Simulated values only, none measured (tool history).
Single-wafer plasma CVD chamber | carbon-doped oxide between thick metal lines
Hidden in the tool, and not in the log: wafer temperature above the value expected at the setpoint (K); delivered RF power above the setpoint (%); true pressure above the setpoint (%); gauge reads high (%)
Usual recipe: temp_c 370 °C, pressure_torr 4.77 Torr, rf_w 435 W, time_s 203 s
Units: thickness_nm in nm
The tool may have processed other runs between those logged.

| run | hour | temp_c | pressure_torr | rf_w | time_s | wafers since the last listed run | hours since the last thermocouple change | hours since the last RF generator calibration | hours since the last manometer calibration | hours since the showerhead was replaced | hours since the gauge calibration | read-back reference wafer on the same gauge, thickness_nm | thickness_nm |
|---|---|---|---|---|---|---|---|---|---|---|---|---|---|
| 1 | 0 | 370 | 4.77 | 435 | 227 | 0 | 1208.3 | 1575.3 | 2386.4 | 2429.5 | 653.3 | 862.847 | 1031.994 |
| 2 | 45.7 | 370 | 4.77 | 435 | 227 | 442 | 1254 | 1621 | 2432.1 | 2475.2 | 699 | 860.461 | 1039.16 |
| 3 | 94.7 | 370 | 4.77 | 435 | 203 | 474 | 1303 | 1670 | 2481.1 | 2524.2 | 748 | 857.94 | 920.998 |
| 4 | 144 | 370 | 4.77 | 435 | 203 | 477 | 1352.3 | 1719.3 | 2530.4 | 2573.5 | 797.3 | 856.712 | 925.664 |
| 5 | 193.2 | 370 | 4.77 | 435 | 203 | 476 | 1401.5 | 1768.5 | 2579.6 | 2622.7 | 846.5 | 857.075 | 916.056 |
| 6 | 229.1 | 370 | 4.77 | 435 | 203 | 347 | 1437.4 | 1804.4 | 2615.5 | 2658.6 | 882.4 | 854.319 | 916.644 |
| 7 | 270.2 | 370 | 4.77 | 435 | 203 | 397 | 1478.5 | 1845.5 | 2656.6 | 2699.7 | 923.5 | 852.756 | 919.232 |
| 8 | 317.9 | 378 | 4.77 | 435 | 225 | 461 | 1526.2 | 1893.2 | 2704.3 | 2747.4 | 971.2 | 852.382 | 1000.385 |
|  | 338.6 | gauge calibrated |
|  | 346.7 | showerhead replaced |
|  | 370 | capacitance manometer re-zeroed and calibrated |
| 9 | 373 | 370 | 4.77 | 435 | 203 | 378 | 1581.3 | 1948.3 | 3 | 26.3 | 34.4 | 887.932 | 958.675 |
| 10 | 433.8 | 378 | 4.2 | 390 | 180 | 588 | 1642.1 | 2009.1 | 63.8 | 87.1 | 95.2 | 885.778 | 751.478 |
| 11 | 499.9 | 370 | 3.87 | 435 | 215 | 639 | 1708.2 | 2075.2 | 129.9 | 153.2 | 161.3 | 883.024 | 972.657 |
| 12 | 569.7 | 370 | 4.77 | 435 | 203 | 675 | 1778 | 2145 | 199.7 | 223 | 231.1 | 880.779 | 946.439 |
| 13 | 601.4 | 366 | 4.77 | 435 | 203 | 306 | 1809.7 | 2176.7 | 231.4 | 254.7 | 262.8 | 880.938 | 948.115 |
| 14 | 662.4 | 378 | 5.7 | 490 | 227 | 590 | 1870.7 | 2237.7 | 292.4 | 315.7 | 323.8 | 879.329 | 1154.832 |
|  | 670.6 | thermocouple changed; heater temperature recalibrated |
|  | 679.6 | RF generator calibrated |
| 15 | 731.2 | 359 | 3.91 | 350 | 179 | 510 | 60.6 | 51.6 | 361.2 | 384.5 | 392.6 | 875.418 | 710.439 |
| 16 | 781.7 | 370 | 4.77 | 435 | 203 | 488 | 111.1 | 102.1 | 411.7 | 435 | 443.1 | 872.758 | 940.148 |
| 17 | 811.1 | 384 | 4.77 | 435 | 203 | 284 | 140.5 | 131.5 | 441.1 | 464.4 | 472.5 | 871.721 | 913.957 |
| 18 | 873.5 | 370 | 4.77 | 435 | 203 | 603 | 202.9 | 193.9 | 503.5 | 526.8 | 534.9 | 870.192 | 936.392 |

Predict each of these 3 candidate next runs independently; none follows another, all start after run 18:
| A | 874 | 375 | 4.77 | 435 | 203 | 4 | 203.4 | 194.4 | 504 | 527.3 | 535.4 | ? | ? |
| B | 874 | 383 | 4.77 | 410 | 203 | 4 | 203.4 | 194.4 | 504 | 527.3 | 535.4 | ? | ? |
| C | 874 | 377 | 3.84 | 435 | 203 | 4 | 203.4 | 194.4 | 504 | 527.3 | 535.4 | ? | ? |

| run | read-back reference wafer on the same gauge, thickness_nm | thickness_nm |
|---|---|---|
| A | 870.409 | 920.057 |
| B | 870.409 | 873.348 |
| C | 870.409 | 879.495 |
With the hidden condition removed and each run's random variation left untouched, the same runs would have given:
| run | thickness_nm |
|---|---|
| A | 939.55 |
| B | 891.851 |
| C | 898.128 |

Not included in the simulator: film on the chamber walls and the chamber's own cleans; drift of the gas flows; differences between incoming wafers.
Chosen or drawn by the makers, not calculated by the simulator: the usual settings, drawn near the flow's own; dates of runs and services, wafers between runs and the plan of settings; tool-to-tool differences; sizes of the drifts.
